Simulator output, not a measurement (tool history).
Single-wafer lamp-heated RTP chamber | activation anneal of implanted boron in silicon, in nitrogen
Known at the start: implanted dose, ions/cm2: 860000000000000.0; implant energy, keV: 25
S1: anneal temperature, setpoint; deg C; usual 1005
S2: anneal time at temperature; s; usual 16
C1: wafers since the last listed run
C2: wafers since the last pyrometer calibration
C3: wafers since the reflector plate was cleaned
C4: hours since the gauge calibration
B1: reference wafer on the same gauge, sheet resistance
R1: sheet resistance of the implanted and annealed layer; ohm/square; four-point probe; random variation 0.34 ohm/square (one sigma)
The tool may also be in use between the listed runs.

run    hour    S1  S2    C1    C2    C3      C4      B1      R1
  1     0.0  1023  23     0  2933   971   779.3  156.95  128.52
  2    32.2  1023  23   267  3201  1238   811.5  156.89  128.06
  3    59.4  1005  16   226  3427  1464   838.7  156.85  131.00
  4   122.0  1016  21   520  3947  1985   901.3  157.01  128.78
  5   177.5  1016  21   461  4409  2446   956.8  156.91  129.31
  6   239.5  1005  11   515  4924  2961  1018.8  157.01  131.63
  7   291.2  1005  11   429  5354  3391  1070.5  157.04  130.33
  8   319.3  1005  11   233  5587  3625  1098.6  156.93  130.55
  9   387.7   993  16   568  6156  4193  1167.0  157.06  133.12
 10   425.9   993  16   317  6473  4511  1205.2  157.07  133.00
 11   490.7  1005  21   538  7012  5049  1270.0  157.05  129.60
 12   549.4  1005  21   487  7500  5537  1328.7  157.03  129.65
      599.7  -- pyrometer window cleaned and pyrometer calibrated
 13   616.5  1005  21   491   139  6028  1395.8  156.96  131.67
 14   674.1  1005  16   478   618  6507  1453.4  157.03  131.36
 15   743.0  1005  16   572  1190  7080  1522.3  156.94  131.24
      815.3  -- reflector plate cleaned
 16   815.8  1035  12   538  1729     4  1595.1  157.15  128.52
 17   883.5  1019   8   562  2292   566  1662.8  157.02  130.29
 18   910.4   984  25   223  2515   790  1689.7  156.98  137.70
 19   956.3  1016  12   381  2897  1171  1735.6  156.78  129.97
 20  1000.1   985  20   364  3261  1535  1779.4  157.05  137.40
     1025.2  -- gauge calibrated
 21  1036.9  1024  21   305  3567  1841    11.7  156.98  128.69
 22  1103.6  1029  19   554  4121  2396    78.4  157.08  128.08
 23  1135.2  1005  16   262  4384  2658   110.0  156.97  130.45
 24  1188.9   975  21   446  4830  3105   163.7  156.84  141.82
 25  1246.0  1005  16   474  5305  3579   220.8  156.99  130.28
 26  1293.9   990  20   398  5703  3977   268.7  157.12  133.66
 27  1360.6  1034   8   554  6257  4532   335.4  157.06  128.11
 28  1397.5   992  22   306  6564  4838   372.3  157.03  132.34
 29  1432.8   986  10   293  6857  5132   407.6  156.99  136.93
     1450.4  -- pyrometer window cleaned and pyrometer calibrated
 30  1483.2  1005  16   352   272  5484   458.0  156.87  130.78
 31  1509.9  1019  24   221   494  5706   484.7  156.94  128.25
     1626.0  -- reflector plate cleaned
 32  1648.9  1005  11  1088  1583   190   623.7  156.94  132.02
 33  1677.5  1005  24   237  1821   428   652.3  157.13  130.35
 34  1739.7  1023  23   516  2338   945   714.5  157.16  127.39
 35  1776.5  1005  16   305  2644  1251   751.3  156.87  131.16
 36  1817.2  1028  19   338  2982  1589   792.0  156.90  128.24

Hidden state or all else? Some run-to-run changes of R1, split into what the settings, what came in and random variation would give without the hidden state, and what is left for the hidden state (with any gauge scatter that isn't in both results):
The hidden state here: true wafer temperature minus pyrometer reading, K; wafer temperature error from the tarnished reflector plate, K; gauge reads high (%).
Run 20 -> 21: S1 985 -> 1024, S2 20 -> 21, gauge calibrated. R1 -8.71 ohm/square: hidden state +1.02, all else -9.73.
Run 23 -> 24: S1 1005 -> 975, S2 16 -> 21. R1 +11.37 ohm/square: hidden state -2.54, all else +13.91.
Run 24 -> 25: S1 975 -> 1005, S2 21 -> 16. R1 -11.54 ohm/square: hidden state +2.27, all else -13.81.
Run 28 -> 29: S1 992 -> 986, S2 22 -> 10. R1 +4.59 ohm/square: hidden state -2.34, all else +6.93.
Run 29 -> 30: S1 986 -> 1005, S2 10 -> 16, pyrometer window cleaned and pyrometer calibrated. R1 -6.15 ohm/square: hidden state +4.66, all else -10.81.
